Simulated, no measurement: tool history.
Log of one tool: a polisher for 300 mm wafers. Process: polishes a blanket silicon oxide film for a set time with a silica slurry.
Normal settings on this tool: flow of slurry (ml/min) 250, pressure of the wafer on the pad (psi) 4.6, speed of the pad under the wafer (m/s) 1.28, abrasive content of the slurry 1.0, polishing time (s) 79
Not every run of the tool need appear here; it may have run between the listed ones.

| run | hour | flow of slurry (ml/min) | pressure of the wafer on the pad (psi) | speed of the pad under the wafer (m/s) | abrasive content of the slurry | polishing time (s) | wafers since the last listed run | wafers polished on this pad | hours since the slurry nozzle was cleaned | hours since the head pressure was calibrated | hours since the slurry blender was calibrated | hours since the conditioning disc was replaced | incoming thickness of the incoming film, nm | film removed (Å) |
|---|---|---|---|---|---|---|---|---|---|---|---|---|---|---|
| 1 | 0.0 | 250 | 3.5 | 1.28 | 1.0 | 79 | 0 | 845 | 408.3 | 382.3 | 318.0 | 142.6 | 1526.5 | 2466 |
| 2 | 9.7 | 250 | 4.6 | 1.28 | 1.0 | 79 | 84 | 929 | 418.0 | 392.0 | 327.7 | 152.3 | 1541.0 | 2884 |
| 3 | 21.4 | 250 | 4.6 | 1.28 | 1.0 | 79 | 101 | 1030 | 429.7 | 403.7 | 339.4 | 164.0 | 1530.9 | 2947 |
|  | 26.3 | worn pad replaced by a new one |
| 4 | 29.7 | 250 | 4.6 | 1.28 | 1.0 | 79 | 37 | 29 | 438.0 | 412.0 | 347.7 | 172.3 | 1538.6 | 2919 |
| 5 | 38.0 | 250 | 4.1 | 1.28 | 1.0 | 79 | 71 | 101 | 446.3 | 420.3 | 356.0 | 180.6 | 1523.3 | 2658 |
| 6 | 55.7 | 250 | 4.1 | 1.28 | 1.0 | 79 | 153 | 254 | 464.0 | 438.0 | 373.7 | 198.3 | 1502.4 | 2681 |
| 7 | 70.4 | 250 | 4.1 | 1.28 | 1.0 | 79 | 127 | 381 | 478.7 | 452.7 | 388.4 | 213.0 | 1528.6 | 2687 |
| 8 | 84.1 | 250 | 3.9 | 1.28 | 1.0 | 79 | 118 | 500 | 492.4 | 466.4 | 402.1 | 226.7 | 1528.7 | 2594 |
|  | 86.2 | head pressure recalibrated |
| 9 | 99.7 | 330 | 4.0 | 1.28 | 0.7 | 79 | 117 | 618 | 508.0 | 13.5 | 417.7 | 242.3 | 1519.1 | 2327 |
|  | 116.8 | slurry nozzle cleaned |
| 10 | 136.5 | 250 | 4.6 | 1.28 | 1.0 | 79 | 310 | 928 | 19.7 | 50.3 | 454.5 | 279.1 | 1516.6 | 2887 |
| 11 | 144.1 | 285 | 4.6 | 1.28 | 1.2 | 55 | 65 | 994 | 27.3 | 57.9 | 462.1 | 286.7 | 1532.2 | 2104 |
|  | 153.4 | conditioning disc replaced and pad reconditioned |
|  | 159.2 | worn pad replaced by a new one, of another model than before |
| 12 | 159.9 | 250 | 4.6 | 1.28 | 1.1 | 65 | 84 | 6 | 43.1 | 73.7 | 477.9 | 6.5 | 1555.5 | 2395 |

Expected results for the next run?
|  | 177.0 | slurry blender recalibrated |
| 13 | 195.2 | 215 | 5.1 | 1.28 | 1.0 | 100 | 288 | 294 | 78.4 | 109.0 | 18.2 | 41.8 | 1553.3 | ? |

For run 13 the tool returned film removed (Å) 4446.
With the hidden condition absent and the run-to-run variation left alone, this run would have shown film removed (Å) 4506.
